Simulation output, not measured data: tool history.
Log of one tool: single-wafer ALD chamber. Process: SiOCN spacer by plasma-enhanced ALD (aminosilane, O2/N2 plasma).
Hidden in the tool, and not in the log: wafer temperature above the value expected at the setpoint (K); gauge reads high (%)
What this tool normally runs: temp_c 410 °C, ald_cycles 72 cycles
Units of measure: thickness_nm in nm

| run | hour | temp_c | ald_cycles | wafers since the last listed run | hours since the last thermocouple change | hours since the gauge calibration | read-back reference wafer on the same gauge, thickness_nm | thickness_nm |
|---|---|---|---|---|---|---|---|---|
| 1 | 0.0 | 410 | 72 | 0 | 1214.8 | 222.1 | 3.981 | 4.004 |
| 2 | 55.7 | 410 | 72 | 170 | 1270.5 | 277.8 | 3.983 | 4.001 |
| 3 | 115.8 | 410 | 72 | 184 | 1330.6 | 337.9 | 3.977 | 4.001 |
| 4 | 148.0 | 410 | 72 | 98 | 1362.8 | 370.1 | 3.980 | 3.986 |
| 5 | 198.3 | 410 | 72 | 154 | 1413.1 | 420.4 | 3.979 | 3.975 |
|  | 261.8 | thermocouple changed; heater temperature recalibrated |
| 6 | 262.5 | 410 | 72 | 172 | 0.7 | 484.6 | 3.980 | 4.075 |
| 7 | 313.1 | 410 | 72 | 154 | 51.3 | 535.2 | 3.979 | 4.042 |
| 8 | 340.2 | 407 | 72 | 82 | 78.4 | 562.3 | 3.982 | 4.070 |
| 9 | 487.3 | 410 | 72 | 450 | 225.5 | 709.4 | 3.980 | 4.045 |
| 10 | 517.7 | 410 | 66 | 93 | 255.9 | 739.8 | 3.981 | 3.711 |
| 11 | 582.0 | 410 | 66 | 196 | 320.2 | 804.1 | 3.980 | 3.702 |
| 12 | 625.3 | 406 | 72 | 132 | 363.5 | 847.4 | 3.978 | 4.092 |
| 13 | 682.3 | 406 | 72 | 174 | 420.5 | 904.4 | 3.979 | 4.072 |
| 14 | 719.6 | 406 | 72 | 114 | 457.8 | 941.7 | 3.980 | 4.065 |
| 15 | 781.1 | 410 | 72 | 188 | 519.3 | 1003.2 | 3.980 | 4.058 |
| 16 | 824.1 | 410 | 72 | 131 | 562.3 | 1046.2 | 3.978 | 4.042 |
| 17 | 879.4 | 410 | 72 | 169 | 617.6 | 1101.5 | 3.982 | 4.042 |
| 18 | 927.1 | 400 | 82 | 146 | 665.3 | 1149.2 | 3.979 | 4.746 |
| 19 | 953.8 | 400 | 82 | 81 | 692.0 | 1175.9 | 3.977 | 4.753 |
| 20 | 996.8 | 400 | 82 | 131 | 735.0 | 1218.9 | 3.980 | 4.734 |
| 21 | 1058.1 | 420 | 80 | 187 | 796.3 | 1280.2 | 3.978 | 4.332 |
| 22 | 1113.2 | 420 | 80 | 168 | 851.4 | 1335.3 | 3.979 | 4.357 |
| 23 | 1170.6 | 402 | 80 | 175 | 908.8 | 1392.7 | 3.978 | 4.578 |

Estimate the outcome of run 24 from the log above:
| 24 | 1239.5 | 410 | 72 | 210 | 977.7 | 1461.6 | ? | ? |

{"run 24": {"read-back reference wafer on the same gauge, thickness_nm": 3.98, "thickness_nm": 4.03}}
Take away the tool's hidden state, keep the run-to-run variation as it was, and the same run would have given thickness_nm 4.050 nm.

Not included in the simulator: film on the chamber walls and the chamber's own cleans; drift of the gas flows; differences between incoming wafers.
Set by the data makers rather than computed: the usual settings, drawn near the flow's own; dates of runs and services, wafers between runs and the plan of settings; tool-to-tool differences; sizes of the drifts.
